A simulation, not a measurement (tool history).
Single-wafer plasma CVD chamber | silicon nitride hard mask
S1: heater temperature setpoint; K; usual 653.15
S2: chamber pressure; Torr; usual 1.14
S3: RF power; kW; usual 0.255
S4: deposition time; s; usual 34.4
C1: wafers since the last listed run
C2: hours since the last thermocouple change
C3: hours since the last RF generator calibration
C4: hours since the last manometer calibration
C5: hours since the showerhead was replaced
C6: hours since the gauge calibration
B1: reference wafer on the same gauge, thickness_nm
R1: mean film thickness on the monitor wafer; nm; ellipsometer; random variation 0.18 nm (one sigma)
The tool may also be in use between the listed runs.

run 1 hour=0.0 | S1=653.15 S2=1.34 S3=0.255 S4=34.4 | C1=0 C2=2414.4 C3=1911.6 C4=2234.0 C5=2419.2 C6=144.3 | B1=32.614 | R1=35.323
run 2 hour=13.9 | S1=653.15 S2=1.34 S3=0.255 S4=34.4 | C1=447 C2=2428.3 C3=1925.5 C4=2247.9 C5=2433.1 C6=158.2 | B1=32.635 | R1=34.999
run 3 hour=21.5 | S1=653.15 S2=1.14 S3=0.255 S4=34.4 | C1=244 C2=2435.9 C3=1933.1 C4=2255.5 C5=2440.7 C6=165.8 | B1=32.739 | R1=34.156
run 4 hour=33.5 | S1=653.15 S2=1.14 S3=0.255 S4=34.4 | C1=386 C2=2447.9 C3=1945.1 C4=2267.5 C5=2452.7 C6=177.8 | B1=32.646 | R1=33.911
run 5 hour=43.9 | S1=653.15 S2=1.14 S3=0.255 S4=34.4 | C1=335 C2=2458.3 C3=1955.5 C4=2277.9 C5=2463.1 C6=188.2 | B1=32.629 | R1=33.971
run 6 hour=59.5 | S1=653.15 S2=1.14 S3=0.255 S4=34.4 | C1=502 C2=2473.9 C3=1971.1 C4=2293.5 C5=2478.7 C6=203.8 | B1=32.685 | R1=34.205
run 7 hour=66.8 | S1=653.15 S2=1.14 S3=0.255 S4=34.4 | C1=235 C2=2481.2 C3=1978.4 C4=2300.8 C5=2486.0 C6=211.1 | B1=32.683 | R1=33.922
-- hour=77.6 showerhead replaced
-- hour=82.2 thermocouple changed; heater temperature recalibrated
run 8 hour=82.7 | S1=653.15 S2=1.14 S3=0.255 S4=34.4 | C1=108 C2=0.5 C3=1994.3 C4=2316.7 C5=5.1 C6=227.0 | B1=32.745 | R1=33.860
run 9 hour=85.2 | S1=653.15 S2=1.14 S3=0.255 S4=34.4 | C1=80 C2=3.0 C3=1996.8 C4=2319.2 C5=7.6 C6=229.5 | B1=32.705 | R1=34.095
run 10 hour=103.2 | S1=653.15 S2=1.14 S3=0.255 S4=34.4 | C1=580 C2=21.0 C3=2014.8 C4=2337.2 C5=25.6 C6=247.5 | B1=32.711 | R1=34.216
run 11 hour=115.2 | S1=653.15 S2=1.14 S3=0.255 S4=34.4 | C1=386 C2=33.0 C3=2026.8 C4=2349.2 C5=37.6 C6=259.5 | B1=32.705 | R1=34.029
run 12 hour=123.1 | S1=653.15 S2=1.14 S3=0.255 S4=34.4 | C1=254 C2=40.9 C3=2034.7 C4=2357.1 C5=45.5 C6=267.4 | B1=32.707 | R1=33.865
-- hour=124.3 gauge calibrated
run 13 hour=132.4 | S1=641.15 S2=0.97 S3=0.295 S4=40.5 | C1=299 C2=50.2 C3=2044.0 C4=2366.4 C5=54.8 C6=8.1 | B1=32.757 | R1=42.918
run 14 hour=140.7 | S1=653.15 S2=1.14 S3=0.255 S4=34.4 | C1=267 C2=58.5 C3=2052.3 C4=2374.7 C5=63.1 C6=16.4 | B1=32.570 | R1=34.066
run 15 hour=151.6 | S1=639.15 S2=1.42 S3=0.295 S4=39.6 | C1=351 C2=69.4 C3=2063.2 C4=2385.6 C5=74.0 C6=27.3 | B1=32.681 | R1=45.683
run 16 hour=168.1 | S1=653.15 S2=1.01 S3=0.255 S4=34.4 | C1=531 C2=85.9 C3=2079.7 C4=2402.1 C5=90.5 C6=43.8 | B1=32.706 | R1=32.926
run 17 hour=174.5 | S1=663.15 S2=1.29 S3=0.255 S4=36.3 | C1=206 C2=92.3 C3=2086.1 C4=2408.5 C5=96.9 C6=50.2 | B1=32.703 | R1=37.074
-- hour=186.5 capacitance manometer re-zeroed and calibrated
run 18 hour=188.7 | S1=639.15 S2=1.42 S3=0.295 S4=39.6 | C1=199 C2=106.5 C3=2100.3 C4=2.2 C5=111.1 C6=64.4 | B1=32.718 | R1=45.876
-- hour=212.3 RF generator calibrated
run 19 hour=228.2 | S1=664.15 S2=1.41 S3=0.290 S4=30.2 | C1=1015 C2=146.0 C3=15.9 C4=41.7 C5=150.6 C6=103.9 | B1=32.773 | R1=34.430
run 20 hour=235.0 | S1=662.15 S2=1.35 S3=0.255 S4=31.9 | C1=219 C2=152.8 C3=22.7 C4=48.5 C5=157.4 C6=110.7 | B1=32.709 | R1=32.670
run 21 hour=250.6 | S1=665.15 S2=0.88 S3=0.220 S4=30.6 | C1=502 C2=168.4 C3=38.3 C4=64.1 C5=173.0 C6=126.3 | B1=32.666 | R1=25.564
run 22 hour=258.4 | S1=653.15 S2=1.14 S3=0.255 S4=34.4 | C1=251 C2=176.2 C3=46.1 C4=71.9 C5=180.8 C6=134.1 | B1=32.684 | R1=34.011
run 23 hour=269.9 | S1=653.15 S2=0.88 S3=0.255 S4=37.6 | C1=370 C2=187.7 C3=57.6 C4=83.4 C5=192.3 C6=145.6 | B1=32.747 | R1=34.935
run 24 hour=287.1 | S1=653.15 S2=1.14 S3=0.230 S4=34.4 | C1=554 C2=204.9 C3=74.8 C4=100.6 C5=209.5 C6=162.8 | B1=32.784 | R1=31.295
run 25 hour=304.3 | S1=653.15 S2=1.14 S3=0.255 S4=41.1 | C1=554 C2=222.1 C3=92.0 C4=117.8 C5=226.7 C6=180.0 | B1=32.655 | R1=40.449
run 26 hour=315.8 | S1=653.15 S2=1.14 S3=0.255 S4=39.6 | C1=370 C2=233.6 C3=103.5 C4=129.3 C5=238.2 C6=191.5 | B1=32.697 | R1=38.804
run 27 hour=325.5 | S1=667.15 S2=0.91 S3=0.235 S4=36.4 | C1=312 C2=243.3 C3=113.2 C4=139.0 C5=247.9 C6=201.2 | B1=32.709 | R1=31.912
run 28 hour=341.1 | S1=653.15 S2=1.34 S3=0.255 S4=37.9 | C1=502 C2=258.9 C3=128.8 C4=154.6 C5=263.5 C6=216.8 | B1=32.720 | R1=39.111
run 29 hour=354.0 | S1=649.15 S2=1.14 S3=0.255 S4=38.6 | C1=415 C2=271.8 C3=141.7 C4=167.5 C5=276.4 C6=229.7 | B1=32.771 | R1=38.036

4 ways to go on from here, each from the tool as it stands after run 29. What would each give?
run A hour=354.4 | S1=653.15 S2=1.14 S3=0.255 S4=34.4 | C1=12 C2=272.2 C3=142.1 C4=167.9 C5=276.8 C6=230.1 | B1=? | R1=?
run B hour=354.4 | S1=657.15 S2=1.32 S3=0.295 S4=31.0 | C1=12 C2=272.2 C3=142.1 C4=167.9 C5=276.8 C6=230.1 | B1=? | R1=?
run C hour=354.4 | S1=648.15 S2=1.05 S3=0.255 S4=36.9 | C1=12 C2=272.2 C3=142.1 C4=167.9 C5=276.8 C6=230.1 | B1=? | R1=?
run D hour=354.4 | S1=653.15 S2=1.14 S3=0.235 S4=34.4 | C1=12 C2=272.2 C3=142.1 C4=167.9 C5=276.8 C6=230.1 | B1=? | R1=?

run=A B1=32.649 R1=34.087
run=B B1=32.649 R1=35.039
run=C B1=32.649 R1=35.882
run=D B1=32.649 R1=32.245
Without the tool's hidden state the same runs would have given:
run=A R1=34.087
run=B R1=35.039
run=C R1=35.882
run=D R1=32.245
